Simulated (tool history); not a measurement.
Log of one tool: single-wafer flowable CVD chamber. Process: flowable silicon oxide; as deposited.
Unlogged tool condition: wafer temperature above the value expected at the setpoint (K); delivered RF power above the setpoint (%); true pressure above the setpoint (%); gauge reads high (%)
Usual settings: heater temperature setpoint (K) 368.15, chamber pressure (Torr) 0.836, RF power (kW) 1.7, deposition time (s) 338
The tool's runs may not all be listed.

run   hour  heater temperature setpoint (K)  chamber pressure (Torr)  RF power (kW)  deposition time (s)  wafers since the last listed run  hours since the last thermocouple change  hours since the last RF generator calibration  hours since the last manometer calibration  hours since the showerhead was replaced  hours since the gauge calibration  read-back reference wafer on the same gauge, thickness_nm  mean film thickness on the monitor wafer (nm)
  1      0                           368.15                    0.836           1.59                  338                                 0                                    2027.1                                         1835.8                                       459.2                                   4425.4                              439.5                                                    291.169                                        231.724
  2   27.6                           364.15                    0.836            1.7                  338                               162                                    2054.7                                         1863.4                                       486.8                                     4453                              467.1                                                    291.109                                        274.945
  3   55.8                           364.15                    0.836            1.7                  338                               166                                    2082.9                                         1891.6                                         515                                   4481.2                              495.3                                                    291.078                                        273.996
  4   69.3                           364.15                    0.836            1.7                  338                                79                                    2096.4                                         1905.1                                       528.5                                   4494.7                              508.8                                                    291.262                                        275.226
  5   92.9                           368.15                    0.836            1.7                  338                               139                                      2120                                         1928.7                                       552.1                                   4518.3                              532.4                                                    291.052                                        234.779
  6  127.7                           368.15                    0.836            1.7                  338                               205                                    2154.8                                         1963.5                                       586.9                                   4553.1                              567.2                                                    291.239                                        234.823
  7  147.4                           368.15                    0.836            1.7                  338                               116                                    2174.5                                         1983.2                                       606.6                                   4572.8                              586.9                                                    290.915                                        235.887
     158.8  -- gauge calibrated
  8  164.5                           368.15                    0.836            1.7                  338                               100                                    2191.6                                         2000.3                                       623.7                                   4589.9                                5.7                                                    290.873                                        236.943
  9  199.8                           368.15                    0.836            1.7                  338                               208                                    2226.9                                         2035.6                                         659                                   4625.2                                 41                                                    290.891                                         233.05
 10  218.3                           368.15                    0.836            1.7                  338                               109                                    2245.4                                         2054.1                                       677.5                                   4643.7                               59.5                                                    290.974                                        234.891
 11  245.3                           368.15                    0.836            1.7                  338                               159                                    2272.4                                         2081.1                                       704.5                                   4670.7                               86.5                                                    291.112                                        235.282
 12    270                           368.15                    0.836            1.7                  338                               145                                    2297.1                                         2105.8                                       729.2                                   4695.4                              111.2                                                    290.896                                        232.669
 13  285.6                           368.15                    0.836            1.7                  338                                91                                    2312.7                                         2121.4                                       744.8                                     4711                              126.8                                                    290.886                                        235.444
     320.2  -- capacitance manometer re-zeroed and calibrated
 14  320.7                           376.15                    0.938          1.985                  305                               159                                    2347.8                                         2156.5                                         0.5                                   4746.1                              161.9                                                     290.86                                        189.688
 15  336.1                           368.15                    0.661            1.7                  338                                90                                    2363.2                                         2171.9                                        15.9                                   4761.5                              177.3                                                    291.026                                        191.225
 16  361.7                           363.15                    0.836          1.615                  399                               150                                    2388.8                                         2197.5                                        41.5                                   4787.1                              202.9                                                    290.629                                        337.025
 17  394.1                           376.15                    0.908          1.855                  338                               190                                    2421.2                                         2229.9                                        73.9                                   4819.5                              235.3                                                    291.338                                        197.611
     412.1  -- showerhead replaced
 18  417.4                           368.15                    0.836            1.7                  338                                90                                    2444.5                                         2253.2                                        97.2                                      5.3                              258.6                                                    290.891                                        242.939
 19    447                           368.15                    0.687            1.7                  338                               174                                    2474.1                                         2282.8                                       126.8                                     34.9                              288.2                                                    291.162                                        197.033
     467.8  -- thermocouple changed; heater temperature recalibrated
 20  480.7                           368.15                    0.836            1.7                  302                               151                                      12.9                                         2316.5                                       160.5                                     68.6                              321.9                                                    291.065                                        234.266
     497.6  -- RF generator calibrated
 21  511.4                           368.15                    0.836           1.59                  338                               133                                      43.6                                           13.8                                       191.2                                     99.3                              352.6                                                    290.859                                        257.216
 22    532                           364.15                    0.836            1.7                  338                               121                                      64.2                                           34.4                                       211.8                                    119.9                              373.2                                                    290.942                                        305.614
 23  565.8                           359.15                    0.836            1.7                  338                               199                                        98                                           68.2                                       245.6                                    153.7                                407                                                    290.858                                        361.578
 24  592.3                           368.15                    0.836            1.7                  338                               156                                     124.5                                           94.7                                       272.1                                    180.2                              433.5                                                    290.603                                        259.785
 25  618.3                           368.15                    0.836           1.43                  338                               153                                     150.5                                          120.7                                       298.1                                    206.2                              459.5                                                     291.09                                        241.119
 26  643.4                           368.15                    0.836            1.7                  338                               147                                     175.6                                          145.8                                       323.2                                    231.3                              484.6                                                     290.98                                        256.833
 27    670                           380.15                    0.836          1.865                  338                               156                                     202.2                                          172.4                                       349.8                                    257.9                              511.2                                                    291.151                                        167.785
     670.8  -- gauge calibrated
 28  705.5                           368.15                    0.836          1.365                  302                               209                                     237.7                                          207.9                                       385.3                                    293.4                               34.7                                                    290.998                                          208.5

Run by run, hidden condition taken away, random variation retained:
run  mean film thickness on the monitor wafer (nm)
  1                                        262.768
  2                                        312.889
  3                                        312.123
  4                                        313.667
  5                                        267.102
  6                                        267.429
  7                                        268.787
  8                                        270.112
  9                                        265.906
 10                                        268.121
 11                                        268.727
 12                                        265.878
 13                                        269.131
 14                                        209.958
 15                                         211.85
 16                                        374.429
 17                                        220.537
 18                                         271.57
 19                                        221.022
 20                                        237.115
 21                                        261.936
 22                                        312.475
 23                                        371.581
 24                                        268.406
 25                                        250.172
 26                                         267.51
 27                                        175.395
 28                                        219.105
